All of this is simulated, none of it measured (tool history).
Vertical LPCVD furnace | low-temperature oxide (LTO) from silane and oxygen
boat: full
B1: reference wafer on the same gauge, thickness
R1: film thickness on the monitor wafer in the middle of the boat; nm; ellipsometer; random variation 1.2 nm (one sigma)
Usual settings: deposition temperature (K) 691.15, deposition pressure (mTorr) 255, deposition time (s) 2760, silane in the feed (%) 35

run 1 day=0 | deposition_temperature_(K)=691.15 deposition_pressure_(mTorr)=255 deposition_time_(s)=2760 silane_in_the_feed_(%)=35 | B1=427.15 | R1=470.95
run 2 day=2.267 | deposition_temperature_(K)=691.15 deposition_pressure_(mTorr)=255 deposition_time_(s)=2760 silane_in_the_feed_(%)=35 | B1=427.14 | R1=471.04
run 3 day=4.15 | deposition_temperature_(K)=691.15 deposition_pressure_(mTorr)=255 deposition_time_(s)=2760 silane_in_the_feed_(%)=35 | B1=426.93 | R1=471
run 4 day=6.004 | deposition_temperature_(K)=691.15 deposition_pressure_(mTorr)=255 deposition_time_(s)=2760 silane_in_the_feed_(%)=35 | B1=426.75 | R1=471.34
run 5 day=7.738 | deposition_temperature_(K)=691.15 deposition_pressure_(mTorr)=255 deposition_time_(s)=2760 silane_in_the_feed_(%)=35 | B1=426.78 | R1=468.34
run 6 day=10.546 | deposition_temperature_(K)=691.15 deposition_pressure_(mTorr)=255 deposition_time_(s)=2760 silane_in_the_feed_(%)=35 | B1=426.82 | R1=465.99
run 7 day=14.554 | deposition_temperature_(K)=691.15 deposition_pressure_(mTorr)=255 deposition_time_(s)=2760 silane_in_the_feed_(%)=35 | B1=426.71 | R1=463.34
-- day=16.767 thermocouples replaced and temperature profile calibrated
run 8 day=16.788 | deposition_temperature_(K)=691.15 deposition_pressure_(mTorr)=255 deposition_time_(s)=2760 silane_in_the_feed_(%)=35 | B1=426.61 | R1=462
-- day=18.783 silane flow controller replaced
run 9 day=19.175 | deposition_temperature_(K)=691.15 deposition_pressure_(mTorr)=255 deposition_time_(s)=2760 silane_in_the_feed_(%)=35 | B1=427.13 | R1=489.07
run 10 day=22.346 | deposition_temperature_(K)=691.15 deposition_pressure_(mTorr)=255 deposition_time_(s)=3750 silane_in_the_feed_(%)=35 | B1=427.11 | R1=666.61
run 11 day=23.958 | deposition_temperature_(K)=691.15 deposition_pressure_(mTorr)=255 deposition_time_(s)=3720 silane_in_the_feed_(%)=35 | B1=427.4 | R1=661.77
run 12 day=26.554 | deposition_temperature_(K)=696.15 deposition_pressure_(mTorr)=255 deposition_time_(s)=2760 silane_in_the_feed_(%)=35 | B1=427.14 | R1=516.62
-- day=26.912 gauge calibrated
run 13 day=28.575 | deposition_temperature_(K)=691.15 deposition_pressure_(mTorr)=255 deposition_time_(s)=2760 silane_in_the_feed_(%)=35 | B1=427.15 | R1=490.46
-- day=32.629 pressure gauge zeroed
run 14 day=32.65 | deposition_temperature_(K)=684.15 deposition_pressure_(mTorr)=255 deposition_time_(s)=2760 silane_in_the_feed_(%)=35 | B1=426.82 | R1=427.18
run 15 day=35.171 | deposition_temperature_(K)=684.15 deposition_pressure_(mTorr)=255 deposition_time_(s)=2760 silane_in_the_feed_(%)=40 | B1=427.52 | R1=503.74
run 16 day=37.642 | deposition_temperature_(K)=691.15 deposition_pressure_(mTorr)=205 deposition_time_(s)=2760 silane_in_the_feed_(%)=35 | B1=427.22 | R1=373.62
run 17 day=39.492 | deposition_temperature_(K)=691.15 deposition_pressure_(mTorr)=255 deposition_time_(s)=2760 silane_in_the_feed_(%)=35 | B1=427.09 | R1=463.04
run 18 day=41.696 | deposition_temperature_(K)=691.15 deposition_pressure_(mTorr)=255 deposition_time_(s)=2400 silane_in_the_feed_(%)=35 | B1=427.19 | R1=404.46

Some steps in R1 between neighbouring runs. How much of each would the tool show without its hidden state too (settings, what came in, random variation), and how much is left for the hidden state, with any gauge scatter that isn't in both results?
The hidden state here: true tube temperature minus thermocouple reading, K; true pressure minus gauge reading, mTorr; deviation of the silane flow from its setpoint, %; gauge reads high (%).
Run 9 -> 10: deposition time (s) 2760 -> 3750. R1 +177.54 nm: hidden state +7.39, all else +170.15.
Run 13 -> 14: deposition temperature (K) 691.15 -> 684.15, pressure gauge zeroed. R1 -63.28 nm: hidden state -26.9, all else -36.38.

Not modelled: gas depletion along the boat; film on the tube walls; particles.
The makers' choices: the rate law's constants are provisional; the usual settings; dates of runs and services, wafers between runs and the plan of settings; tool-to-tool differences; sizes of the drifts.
